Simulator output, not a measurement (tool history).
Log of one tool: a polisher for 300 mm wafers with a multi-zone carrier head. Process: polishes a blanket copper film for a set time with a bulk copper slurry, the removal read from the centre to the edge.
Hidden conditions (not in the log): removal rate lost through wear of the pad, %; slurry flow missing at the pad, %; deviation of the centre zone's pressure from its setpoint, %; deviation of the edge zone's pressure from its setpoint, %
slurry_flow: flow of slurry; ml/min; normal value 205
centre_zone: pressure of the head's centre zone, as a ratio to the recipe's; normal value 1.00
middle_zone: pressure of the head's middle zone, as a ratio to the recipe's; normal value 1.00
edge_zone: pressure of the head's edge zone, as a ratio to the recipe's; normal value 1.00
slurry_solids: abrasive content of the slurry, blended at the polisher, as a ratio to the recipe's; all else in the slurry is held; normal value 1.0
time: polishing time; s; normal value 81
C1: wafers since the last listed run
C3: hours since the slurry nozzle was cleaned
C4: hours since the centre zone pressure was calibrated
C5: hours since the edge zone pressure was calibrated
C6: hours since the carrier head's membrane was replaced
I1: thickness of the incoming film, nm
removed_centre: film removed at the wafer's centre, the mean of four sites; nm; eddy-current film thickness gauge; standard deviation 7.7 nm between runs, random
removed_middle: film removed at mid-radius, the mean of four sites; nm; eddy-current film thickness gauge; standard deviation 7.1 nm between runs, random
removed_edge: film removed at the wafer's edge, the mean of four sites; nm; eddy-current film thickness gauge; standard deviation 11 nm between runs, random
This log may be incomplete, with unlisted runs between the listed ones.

Run 1, hour 0.0: usual settings but middle_zone 0.96, edge_zone 0.90; C1 0; wafers polished on this pad 4881; C3 553.0; C4 484.0; C5 1165.9; C6 763.7; I1 4010.6. Result: removed_centre 702.2 nm, removed_middle 681.5 nm, removed_edge 708.8 nm.
At hour 27.5: edge zone pressure recalibrated.
Run 2, hour 28.8: usual settings but middle_zone 0.96, edge_zone 0.90; C1 368; wafers polished on this pad 5249; C3 581.8; C4 512.8; C5 1.3; C6 792.5; I1 3927.1. Result: removed_centre 702.1 nm, removed_middle 682.4 nm, removed_edge 699.0 nm.
At hour 43.1: slurry nozzle cleaned.
At hour 47.0: worn pad replaced by a new one.
Run 3, hour 80.9: usual settings but middle_zone 0.96, edge_zone 0.90; C1 648; wafers polished on this pad 465; C3 37.8; C4 564.9; C5 53.4; C6 844.6; I1 4015.2. Result: removed_centre 744.8 nm, removed_middle 729.1 nm, removed_edge 728.7 nm.
At hour 124.3: centre zone pressure recalibrated.
Run 4, hour 146.8: usual settings but slurry_flow 145 ml/min; C1 877; wafers polished on this pad 1342; C3 103.7; C4 22.5; C5 119.3; C6 910.5; I1 3969.7. Result: removed_centre 714.9 nm, removed_middle 715.7 nm, removed_edge 729.1 nm.
Run 5, hour 198.9: usual settings but edge_zone 0.89, slurry_solids 0.7; C1 715; wafers polished on this pad 2057; C3 155.8; C4 74.6; C5 171.4; C6 962.6; I1 4063.0. Result: removed_centre 669.3 nm, removed_middle 698.7 nm, removed_edge 682.2 nm.
Run 6, hour 262.6: usual settings but slurry_flow 260 ml/min; C1 874; wafers polished on this pad 2932; C3 219.5; C4 138.3; C5 235.1; C6 1026.3; I1 4004.4. Result: removed_centre 736.7 nm, removed_middle 749.3 nm, removed_edge 781.1 nm.
At hour 295.5: carrier head's membrane replaced by a new one.
Run 7, hour 307.1: usual settings but middle_zone 0.89, time 73 s; C1 542; wafers polished on this pad 3475; C3 264.0; C4 182.8; C5 279.6; C6 11.6; I1 3978.8. Result: removed_centre 640.5 nm, removed_middle 587.3 nm, removed_edge 686.6 nm.
Run 8, hour 339.9: usual settings but centre_zone 1.07, middle_zone 1.09, edge_zone 0.88; C1 450; wafers polished on this pad 3925; C3 296.8; C4 215.6; C5 312.4; C6 44.4; I1 4012.9. Result: removed_centre 759.1 nm, removed_middle 762.5 nm, removed_edge 697.4 nm.
Run 9, hour 383.4: usual settings but middle_zone 1.11; C1 597; wafers polished on this pad 4522; C3 340.3; C4 259.1; C5 355.9; C6 87.9; I1 3979.9. Result: removed_centre 706.0 nm, removed_middle 765.1 nm, removed_edge 757.1 nm.
Run 10, hour 433.1: usual settings but slurry_flow 225 ml/min; C1 682; wafers polished on this pad 5205; C3 390.0; C4 308.8; C5 405.6; C6 137.6; I1 4060.9. Result: removed_centre 705.7 nm, removed_middle 710.2 nm, removed_edge 749.1 nm.

Run 11 has not been measured yet. What should we expect?
Run 11, hour 459.5: usual settings but middle_zone 0.91, time 60 s; C1 362; wafers polished on this pad 5567; C3 416.4; C4 335.2; C5 432.0; C6 164.0; I1 3954.5. Result: removed_centre ?, removed_middle ?, removed_edge ?.

removed_centre: 529.8 nm
removed_middle: 489.0 nm
removed_edge: 552.2 nm
If the tool had no hidden condition, the same run with the same run-to-run variation would have returned removed_centre 562.3 nm, removed_middle 519.0 nm, removed_edge 586.1 nm.

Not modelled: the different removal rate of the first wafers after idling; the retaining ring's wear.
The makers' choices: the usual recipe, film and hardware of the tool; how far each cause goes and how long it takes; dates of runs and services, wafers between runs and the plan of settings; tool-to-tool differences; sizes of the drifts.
